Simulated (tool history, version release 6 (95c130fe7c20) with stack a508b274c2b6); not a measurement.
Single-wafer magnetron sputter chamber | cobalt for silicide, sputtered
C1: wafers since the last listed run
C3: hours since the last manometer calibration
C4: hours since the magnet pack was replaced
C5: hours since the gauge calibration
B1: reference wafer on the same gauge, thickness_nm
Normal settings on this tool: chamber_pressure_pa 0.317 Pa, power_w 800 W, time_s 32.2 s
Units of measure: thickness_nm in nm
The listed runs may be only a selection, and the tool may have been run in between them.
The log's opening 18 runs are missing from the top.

{"run": 19, "hour": 219.1, "chamber_pressure_pa": 0.317, "power_w": 800, "time_s": 26.1, "C1": 153, "wafers on the sputter target": 4566, "C3": 48.3, "C4": 12051.9, "C5": 27.5, "B1": 15.204, "thickness_nm": 10.895}
{"run": 20, "hour": 227.9, "chamber_pressure_pa": 0.317, "power_w": 800, "time_s": 32.2, "C1": 170, "wafers on the sputter target": 4736, "C3": 57.1, "C4": 12060.7, "C5": 36.3, "B1": 15.195, "thickness_nm": 13.301}
{"run": 21, "hour": 244.3, "chamber_pressure_pa": 0.219, "power_w": 800, "time_s": 32.2, "C1": 318, "wafers on the sputter target": 5054, "C3": 73.5, "C4": 12077.1, "C5": 52.7, "B1": 15.186, "thickness_nm": 14.081}
{"run": 22, "hour": 258.5, "chamber_pressure_pa": 0.317, "power_w": 750, "time_s": 36.9, "C1": 275, "wafers on the sputter target": 5330, "C3": 87.7, "C4": 12091.3, "C5": 66.9, "B1": 15.212, "thickness_nm": 14.117}
{"run": 23, "hour": 271.6, "chamber_pressure_pa": 0.388, "power_w": 900, "time_s": 29.6, "C1": 254, "wafers on the sputter target": 5584, "C3": 100.8, "C4": 12104.4, "C5": 80.0, "B1": 15.198, "thickness_nm": 13.261}
{"run": 24, "hour": 286.1, "chamber_pressure_pa": 0.317, "power_w": 800, "time_s": 32.2, "C1": 281, "wafers on the sputter target": 5865, "C3": 115.3, "C4": 12118.9, "C5": 94.5, "B1": 15.215, "thickness_nm": 13.113}
{"hour": 301.2, "done": "magnet pack replaced"}
{"run": 25, "hour": 301.7, "chamber_pressure_pa": 0.317, "power_w": 900, "time_s": 34.0, "C1": 147, "wafers on the sputter target": 6013, "C3": 130.9, "C4": 0.5, "C5": 110.1, "B1": 15.203, "thickness_nm": 15.506}
{"run": 26, "hour": 311.8, "chamber_pressure_pa": 0.258, "power_w": 800, "time_s": 32.2, "C1": 195, "wafers on the sputter target": 6209, "C3": 141.0, "C4": 10.6, "C5": 120.2, "B1": 15.181, "thickness_nm": 13.403}
{"hour": 325.7, "done": "sputter target and shields replaced"}
{"run": 27, "hour": 326.2, "chamber_pressure_pa": 0.275, "power_w": 700, "time_s": 32.2, "C1": 124, "wafers on the sputter target": 9, "C3": 155.4, "C4": 25.0, "C5": 134.6, "B1": 15.205, "thickness_nm": 12.429}
{"run": 28, "hour": 327.8, "chamber_pressure_pa": 0.317, "power_w": 900, "time_s": 28.6, "C1": 31, "wafers on the sputter target": 40, "C3": 157.0, "C4": 26.6, "C5": 136.2, "B1": 15.218, "thickness_nm": 13.89}
{"run": 29, "hour": 351.9, "chamber_pressure_pa": 0.317, "power_w": 800, "time_s": 32.2, "C1": 467, "wafers on the sputter target": 508, "C3": 181.1, "C4": 50.7, "C5": 160.3, "B1": 15.18, "thickness_nm": 14.016}
{"run": 30, "hour": 358.4, "chamber_pressure_pa": 0.216, "power_w": 650, "time_s": 32.2, "C1": 126, "wafers on the sputter target": 634, "C3": 187.6, "C4": 57.2, "C5": 166.8, "B1": 15.19, "thickness_nm": 11.822}
{"run": 31, "hour": 368.4, "chamber_pressure_pa": 0.388, "power_w": 900, "time_s": 29.6, "C1": 193, "wafers on the sputter target": 828, "C3": 197.6, "C4": 67.2, "C5": 176.8, "B1": 15.173, "thickness_nm": 13.972}
{"run": 32, "hour": 374.8, "chamber_pressure_pa": 0.317, "power_w": 600, "time_s": 32.2, "C1": 124, "wafers on the sputter target": 952, "C3": 204.0, "C4": 73.6, "C5": 183.2, "B1": 15.175, "thickness_nm": 10.428}
{"run": 33, "hour": 391.4, "chamber_pressure_pa": 0.378, "power_w": 800, "time_s": 32.2, "C1": 321, "wafers on the sputter target": 1274, "C3": 220.6, "C4": 90.2, "C5": 199.8, "B1": 15.179, "thickness_nm": 13.655}
{"run": 34, "hour": 407.4, "chamber_pressure_pa": 0.275, "power_w": 650, "time_s": 29.5, "C1": 310, "wafers on the sputter target": 1584, "C3": 236.6, "C4": 106.2, "C5": 215.8, "B1": 15.195, "thickness_nm": 10.563}

4 options for the next run, each taken on its own from the tool as it stands now. Forecast them:
{"run": "A", "hour": 407.8, "chamber_pressure_pa": 0.237, "power_w": 800, "time_s": 32.2, "C1": 7, "wafers on the sputter target": 1592, "C3": 237.0, "C4": 106.6, "C5": 216.2, "B1": "?", "thickness_nm": "?"}
{"run": "B", "hour": 407.8, "chamber_pressure_pa": 0.317, "power_w": 800, "time_s": 36.0, "C1": 7, "wafers on the sputter target": 1592, "C3": 237.0, "C4": 106.6, "C5": 216.2, "B1": "?", "thickness_nm": "?"}
{"run": "C", "hour": 407.8, "chamber_pressure_pa": 0.359, "power_w": 800, "time_s": 32.2, "C1": 7, "wafers on the sputter target": 1592, "C3": 237.0, "C4": 106.6, "C5": 216.2, "B1": "?", "thickness_nm": "?"}
{"run": "D", "hour": 407.8, "chamber_pressure_pa": 0.374, "power_w": 800, "time_s": 32.2, "C1": 7, "wafers on the sputter target": 1592, "C3": 237.0, "C4": 106.6, "C5": 216.2, "B1": "?", "thickness_nm": "?"}

run=A B1=15.222 thickness_nm=14.457
run=B B1=15.222 thickness_nm=15.605
run=C B1=15.222 thickness_nm=13.705
run=D B1=15.222 thickness_nm=13.616
The same runs, with their run-to-run variation unchanged, on a tool lacking any hidden condition would have given:
run=A thickness_nm=14.530
run=B thickness_nm=15.684
run=C thickness_nm=13.774
run=D thickness_nm=13.685
